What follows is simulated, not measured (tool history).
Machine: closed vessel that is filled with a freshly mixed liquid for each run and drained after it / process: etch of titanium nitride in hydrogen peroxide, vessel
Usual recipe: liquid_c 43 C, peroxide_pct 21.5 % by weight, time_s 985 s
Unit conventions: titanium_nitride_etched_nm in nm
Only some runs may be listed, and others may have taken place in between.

run   hour  liquid_c  peroxide_pct  time_s  read-back film thickness of the titanium nitride reference wafer, read on the same gauge (nm)  titanium_nitride_etched_nm
  1      0        43          21.5     985                                                                                          40.01                       12.28
  2   13.3        43          21.5     985                                                                                          39.99                       12.32
  3   19.5        43          21.5     985                                                                                          39.99                       12.27
  4   30.2        43          21.5     985                                                                                          40.02                       12.21
  5   36.9        43          21.5     985                                                                                             40                        12.2
  6     48        43          21.5     985                                                                                          39.97                       12.24
  7   64.6        43          21.5     985                                                                                          39.99                       12.15
      98.6  -- gauge calibrated
  8  109.7        43          21.5     985                                                                                             40                       12.13
  9  120.4        43          21.5     985                                                                                             40                       12.02
 10  134.4        43          19.5     985                                                                                          39.98                       11.73
 11  147.7        43          19.5     985                                                                                             40                       11.84
 12  157.2        43          21.5     985                                                                                          39.99                        12.1
     159.9  -- thermometer replaced
 13  168.1        43          21.5    1480                                                                                          39.99                        22.5
 14  185.7      47.5          21.5     460                                                                                          40.02                        9.73
 15  193.7        43          21.5     985                                                                                             40                       14.87
     201.1  -- new drum of peroxide connected
 16  208.3        35          21.5     450                                                                                          39.98                        3.65
 17  217.3        43          15.5     985                                                                                          39.99                       13.88
     222.1  -- peroxide flow meter replaced
 18  227.1        38            28     985                                                                                          39.98                        10.8
 19  243.7        40          18.5     985                                                                                          39.98                       11.36
 20  251.2        43          21.5     985                                                                                             40                       14.75
 21  268.3        35          21.5     450                                                                                          40.02                        3.64
 22  282.1        37          25.5     475                                                                                          40.01                        4.64
 23  298.4        43          25.5     620                                                                                          40.01                        9.63

Branching from run 23: 3 alternative next runs. What would each branch give?
  A  299.3        43          21.5     985                                                                                              ?                           ?
  B  299.3      35.5          25.5    1160                                                                                              ?                           ?
  C  299.3        43            26     680                                                                                              ?                           ?

run  read-back film thickness of the titanium nitride reference wafer, read on the same gauge (nm)  titanium_nitride_etched_nm
  A                                                                                          40.01                        14.9
  B                                                                                          40.01                       10.19
  C                                                                                          40.01                       10.72
Stripped of hidden state, with their random variation kept, the same runs would have yielded:
run  titanium_nitride_etched_nm
  A                       15.16
  B                       10.38
  C                       10.91
